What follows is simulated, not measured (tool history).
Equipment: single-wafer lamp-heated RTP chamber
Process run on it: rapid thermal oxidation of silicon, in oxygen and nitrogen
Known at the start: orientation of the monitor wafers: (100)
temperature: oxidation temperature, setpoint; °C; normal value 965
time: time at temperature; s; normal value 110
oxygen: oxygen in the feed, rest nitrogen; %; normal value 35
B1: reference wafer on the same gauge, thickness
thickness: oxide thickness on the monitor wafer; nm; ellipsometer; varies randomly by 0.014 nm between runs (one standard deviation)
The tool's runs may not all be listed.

{"run": 1, "hour": 0.0, "temperature": 965, "time": 110, "oxygen": 35, "B1": 4.61, "thickness": 4.514}
{"run": 2, "hour": 60.3, "temperature": 965, "time": 110, "oxygen": 35, "B1": 4.613, "thickness": 4.518}
{"run": 3, "hour": 120.1, "temperature": 965, "time": 110, "oxygen": 35, "B1": 4.611, "thickness": 4.508}
{"run": 4, "hour": 178.1, "temperature": 965, "time": 110, "oxygen": 35, "B1": 4.608, "thickness": 4.549}
{"run": 5, "hour": 216.6, "temperature": 965, "time": 110, "oxygen": 35, "B1": 4.608, "thickness": 4.492}
{"run": 6, "hour": 274.0, "temperature": 965, "time": 110, "oxygen": 35, "B1": 4.607, "thickness": 4.522}
{"hour": 329.5, "done": "pyrometer window cleaned and pyrometer calibrated"}
{"run": 7, "hour": 361.1, "temperature": 965, "time": 110, "oxygen": 42, "B1": 4.611, "thickness": 4.676}
{"run": 8, "hour": 432.4, "temperature": 965, "time": 110, "oxygen": 42, "B1": 4.608, "thickness": 4.702}
{"run": 9, "hour": 462.1, "temperature": 965, "time": 110, "oxygen": 42, "B1": 4.608, "thickness": 4.708}
{"run": 10, "hour": 504.7, "temperature": 965, "time": 110, "oxygen": 35, "B1": 4.609, "thickness": 4.472}
{"run": 11, "hour": 551.1, "temperature": 965, "time": 110, "oxygen": 35, "B1": 4.617, "thickness": 4.447}
{"run": 12, "hour": 608.1, "temperature": 965, "time": 110, "oxygen": 35, "B1": 4.612, "thickness": 4.484}
{"run": 13, "hour": 667.2, "temperature": 965, "time": 110, "oxygen": 35, "B1": 4.607, "thickness": 4.498}
{"hour": 685.0, "done": "gauge calibrated"}
{"run": 14, "hour": 738.2, "temperature": 974, "time": 110, "oxygen": 35, "B1": 4.609, "thickness": 4.785}
{"run": 15, "hour": 808.1, "temperature": 974, "time": 110, "oxygen": 35, "B1": 4.611, "thickness": 4.804}
{"run": 16, "hour": 842.6, "temperature": 982, "time": 110, "oxygen": 27, "B1": 4.61, "thickness": 4.674}
{"run": 17, "hour": 908.2, "temperature": 982, "time": 110, "oxygen": 27, "B1": 4.612, "thickness": 4.691}
{"run": 18, "hour": 969.1, "temperature": 965, "time": 110, "oxygen": 35, "B1": 4.611, "thickness": 4.525}
{"run": 19, "hour": 993.9, "temperature": 965, "time": 110, "oxygen": 17, "B1": 4.613, "thickness": 3.701}
{"run": 20, "hour": 1028.4, "temperature": 965, "time": 110, "oxygen": 35, "B1": 4.608, "thickness": 4.547}
{"run": 21, "hour": 1068.0, "temperature": 965, "time": 110, "oxygen": 35, "B1": 4.616, "thickness": 4.554}
{"hour": 1084.1, "done": "pyrometer window cleaned and pyrometer calibrated"}
{"run": 22, "hour": 1115.1, "temperature": 993, "time": 81, "oxygen": 48, "B1": 4.606, "thickness": 5.218}
{"run": 23, "hour": 1181.0, "temperature": 965, "time": 152, "oxygen": 54, "B1": 4.606, "thickness": 5.844}
{"run": 24, "hour": 1225.3, "temperature": 955, "time": 67, "oxygen": 35, "B1": 4.61, "thickness": 3.46}
{"run": 25, "hour": 1264.8, "temperature": 965, "time": 136, "oxygen": 35, "B1": 4.608, "thickness": 4.847}
{"run": 26, "hour": 1333.7, "temperature": 953, "time": 135, "oxygen": 45, "B1": 4.61, "thickness": 4.843}
{"run": 27, "hour": 1369.4, "temperature": 965, "time": 152, "oxygen": 64, "B1": 4.608, "thickness": 6.28}
{"run": 28, "hour": 1434.0, "temperature": 965, "time": 129, "oxygen": 35, "B1": 4.609, "thickness": 4.803}
{"hour": 1494.4, "done": "oxygen flow controller replaced"}
{"run": 29, "hour": 1500.1, "temperature": 965, "time": 88, "oxygen": 35, "B1": 4.609, "thickness": 4.128}
{"run": 30, "hour": 1557.6, "temperature": 965, "time": 152, "oxygen": 64, "B1": 4.61, "thickness": 6.342}
{"run": 31, "hour": 1595.8, "temperature": 953, "time": 135, "oxygen": 45, "B1": 4.606, "thickness": 4.851}
{"run": 32, "hour": 1625.7, "temperature": 983, "time": 57, "oxygen": 35, "B1": 4.612, "thickness": 3.91}
{"run": 33, "hour": 1665.4, "temperature": 965, "time": 95, "oxygen": 35, "B1": 4.608, "thickness": 4.259}
{"run": 34, "hour": 1690.7, "temperature": 991, "time": 110, "oxygen": 61, "B1": 4.615, "thickness": 6.582}
{"run": 35, "hour": 1723.9, "temperature": 965, "time": 110, "oxygen": 35, "B1": 4.609, "thickness": 4.503}
{"run": 36, "hour": 1788.1, "temperature": 981, "time": 93, "oxygen": 52, "B1": 4.611, "thickness": 5.387}
{"run": 37, "hour": 1859.5, "temperature": 981, "time": 93, "oxygen": 52, "B1": 4.61, "thickness": 5.355}
{"run": 38, "hour": 1883.6, "temperature": 965, "time": 110, "oxygen": 35, "B1": 4.614, "thickness": 4.527}
{"run": 39, "hour": 2018.5, "temperature": 944, "time": 85, "oxygen": 17, "B1": 4.611, "thickness": 3.079}

Consider 3 possible next runs. They are alternatives, not a sequence: every one starts from the tool as it was left by run 39. What does each give?
{"run": "A", "hour": 2018.9, "temperature": 965, "time": 110, "oxygen": 35, "B1": "?", "thickness": "?"}
{"run": "B", "hour": 2018.9, "temperature": 942, "time": 151, "oxygen": 24, "B1": "?", "thickness": "?"}
{"run": "C", "hour": 2018.9, "temperature": 951, "time": 68, "oxygen": 56, "B1": "?", "thickness": "?"}

run=A B1=4.613 thickness=4.528
run=B B1=4.613 thickness=3.953
run=C B1=4.613 thickness=3.924
Without the tool's unlogged condition, the same runs would have read:
run=A thickness=4.382
run=B thickness=3.838
run=C thickness=3.803
